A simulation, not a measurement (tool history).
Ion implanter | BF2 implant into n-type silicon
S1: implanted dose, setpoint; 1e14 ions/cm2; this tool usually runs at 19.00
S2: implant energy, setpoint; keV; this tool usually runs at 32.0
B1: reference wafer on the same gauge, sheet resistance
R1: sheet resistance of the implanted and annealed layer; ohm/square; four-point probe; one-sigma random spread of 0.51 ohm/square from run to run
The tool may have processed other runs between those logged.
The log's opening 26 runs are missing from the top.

| run | day | S1 | S2 | B1 | R1 |
|---|---|---|---|---|---|
| 27 | 81.662 | 19.00 | 21.5 | 112.00 | 160.42 |
| 28 | 83.962 | 23.81 | 27.5 | 112.00 | 141.72 |
| 29 | 86.033 | 19.00 | 32.0 | 112.00 | 133.74 |
| 30 | 88.154 | 20.77 | 41.5 | 111.97 | 116.43 |
| 31 | 91.462 | 19.00 | 32.0 | 112.11 | 132.22 |
| 32 | 94.600 | 16.80 | 35.5 | 112.02 | 128.97 |
| 33 | 97.283 | 19.00 | 23.0 | 111.99 | 156.66 |
|  | 99.375 | Faraday cup replaced and dose calibrated |
| 34 | 102.750 | 22.21 | 41.5 | 112.03 | 114.43 |
| 35 | 105.346 | 19.00 | 25.5 | 112.00 | 147.61 |
| 36 | 107.617 | 16.27 | 32.0 | 111.96 | 135.56 |
| 37 | 111.529 | 21.85 | 32.0 | 111.99 | 131.54 |
| 38 | 113.992 | 19.00 | 32.0 | 111.92 | 133.93 |

Predict each of these 3 candidate next runs independently; none follows another, all start after run 38:
| A | 114.008 | 19.00 | 32.0 | ? | ? |
| B | 114.008 | 19.00 | 35.5 | ? | ? |
| C | 114.008 | 20.64 | 37.0 | ? | ? |

| run | B1 | R1 |
|---|---|---|
| A | 112.00 | 132.92 |
| B | 112.00 | 126.29 |
| C | 112.00 | 122.61 |
Stripped of hidden state, with their random variation kept, the same runs would have yielded:
| run | R1 |
|---|---|
| A | 134.29 |
| B | 127.61 |
| C | 123.93 |
